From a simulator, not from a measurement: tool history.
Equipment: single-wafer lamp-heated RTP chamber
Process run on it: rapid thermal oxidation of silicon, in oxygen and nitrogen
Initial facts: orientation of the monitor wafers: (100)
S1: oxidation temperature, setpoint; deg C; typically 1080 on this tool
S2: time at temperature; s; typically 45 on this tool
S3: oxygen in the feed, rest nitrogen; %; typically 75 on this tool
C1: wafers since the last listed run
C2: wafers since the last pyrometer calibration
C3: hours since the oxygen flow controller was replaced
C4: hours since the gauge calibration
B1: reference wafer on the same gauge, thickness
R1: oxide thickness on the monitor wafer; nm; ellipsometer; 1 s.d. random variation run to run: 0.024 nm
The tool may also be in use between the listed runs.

run	day	S1	S2	S3	C1	C2	C3	C4	B1	R1
1	0	1080	60	75	0	4160	678.2	899	9.565	9.719
2	2.4	1086	45	75	435	4595	735.8	956.6	9.553	8.883
3	5.588	1080	45	75	578	5173	812.3	1033.1	9.566	8.581
4	8.383	1080	54	75	507	5680	879.4	1100.2	9.559	9.356
# day 11.204: pyrometer window cleaned and pyrometer calibrated
5	12.533	1080	54	75	692	241	979	1199.8	9.547	8.973
6	16.488	1080	54	75	717	958	1073.9	1294.7	9.555	9.021
7	20.788	1080	39	98	780	1738	1177.1	1397.9	9.571	8.675
8	24.062	1080	39	98	594	2332	1255.7	1476.5	9.557	8.685
9	26.062	1080	39	98	362	2695	1303.7	1524.5	9.559	8.699
10	29.946	1080	45	75	704	3400	1396.9	1617.7	9.562	8.492
11	32.975	1080	45	75	549	3949	1469.6	1690.4	9.562	8.502
12	36.15	1080	45	75	575	4525	1545.8	1766.6	9.557	8.526
# day 36.754: pyrometer window cleaned and pyrometer calibrated
13	39.012	1080	45	75	458	409	1614.5	1835.3	9.561	8.332
14	42.188	1080	45	75	575	985	1690.7	1911.5	9.56	8.386
15	44.967	1080	45	75	504	1489	1757.4	1978.2	9.559	8.405
16	48.829	1080	45	75	700	2190	1850.1	2070.9	9.565	8.424
17	50.65	1092	34	49	330	2520	1893.8	2114.6	9.557	6.984
18	52.242	1080	45	75	288	2809	1932	2152.8	9.562	8.445
19	56.421	1090	45	96	758	3567	2032.3	2253.1	9.565	9.911
20	58.896	1080	54	75	449	4016	2091.7	2312.5	9.557	9.219
21	61.162	1100	30	56	411	4428	2146.1	2366.9	9.577	7.303
22	65	1080	45	75	696	5124	2238.2	2459	9.556	8.617
23	66.862	1104	24	84	337	5462	2282.9	2503.7	9.549	7.975
# day 67.583: pyrometer window cleaned and pyrometer calibrated
24	70.342	1080	45	61	570	500	2366.4	2587.2	9.552	7.734
25	73.308	1094	63	75	538	1038	2437.6	2658.4	9.558	10.597
# day 73.342: gauge calibrated
26	85.55	1093	26	96	2220	3259	2731.4	293	9.56	7.929
27	89.262	1089	65	63	673	3933	2820.5	382.1	9.558	10.006
28	91.512	1080	24	45	408	4341	2874.5	436.1	9.567	5.439
29	95.429	1080	45	55	710	5051	2968.5	530.1	9.551	7.673
# day 96.971: oxygen flow controller replaced
30	99.862	1105	57	85	743	5795	69.4	636.5	9.558	11.705
# day 100.817: pyrometer window cleaned and pyrometer calibrated
31	103.946	1103	45	90	680	567	167.4	734.5	9.557	10.272
32	108.371	1080	45	60	802	1370	273.6	840.7	9.557	7.735
33	114.904	1061	30	75	1185	2555	430.4	997.5	9.548	6.222
34	125.229	1080	45	75	1873	4428	678.2	1245.3	9.561	8.5
35	127.275	1062	26	61	371	4800	727.3	1294.4	9.564	5.55
36	130.404	1067	45	98	567	5367	802.4	1369.5	9.557	8.698
# day 133.65: pyrometer window cleaned and pyrometer calibrated
37	133.983	1053	62	98	588	60	888.3	1455.4	9.566	8.776

A few steps of R1 between consecutive runs. Split each: what settings, incoming material and random variation would produce without the hidden state, and what is left over for the hidden state, along with gauge scatter present in only one of the two compared results (measured, and without hidden state):
Unlogged tool condition in this case: true wafer temperature minus pyrometer reading, K; deviation of the oxygen flow from its setpoint, %; gauge reads high (%).
Run 4 -> 5: pyrometer window cleaned and pyrometer calibrated. R1 -0.383 nm: hidden state -0.351, all else -0.032.
Run 27 -> 28: S1 1089 -> 1080, S2 65 -> 24, S3 63 -> 45. R1 -4.567 nm: hidden state -0.107, all else -4.46.
Run 29 -> 30: S1 1080 -> 1105, S2 45 -> 57, S3 55 -> 85, oxygen flow controller replaced. R1 +4.032 nm: hidden state +0.179, all else +3.853.
Run 30 -> 31: S1 1105 -> 1103, S2 57 -> 45, S3 85 -> 90, pyrometer window cleaned and pyrometer calibrated. R1 -1.433 nm: hidden state -0.403, all else -1.03.
Run 35 -> 36: S1 1062 -> 1067, S2 26 -> 45, S3 61 -> 98. R1 +3.148 nm: hidden state +0.134, all else +3.014.
Run 36 -> 37: S1 1067 -> 1053, S2 45 -> 62, pyrometer window cleaned and pyrometer calibrated. R1 +0.078 nm: hidden state -0.302, all else +0.38.

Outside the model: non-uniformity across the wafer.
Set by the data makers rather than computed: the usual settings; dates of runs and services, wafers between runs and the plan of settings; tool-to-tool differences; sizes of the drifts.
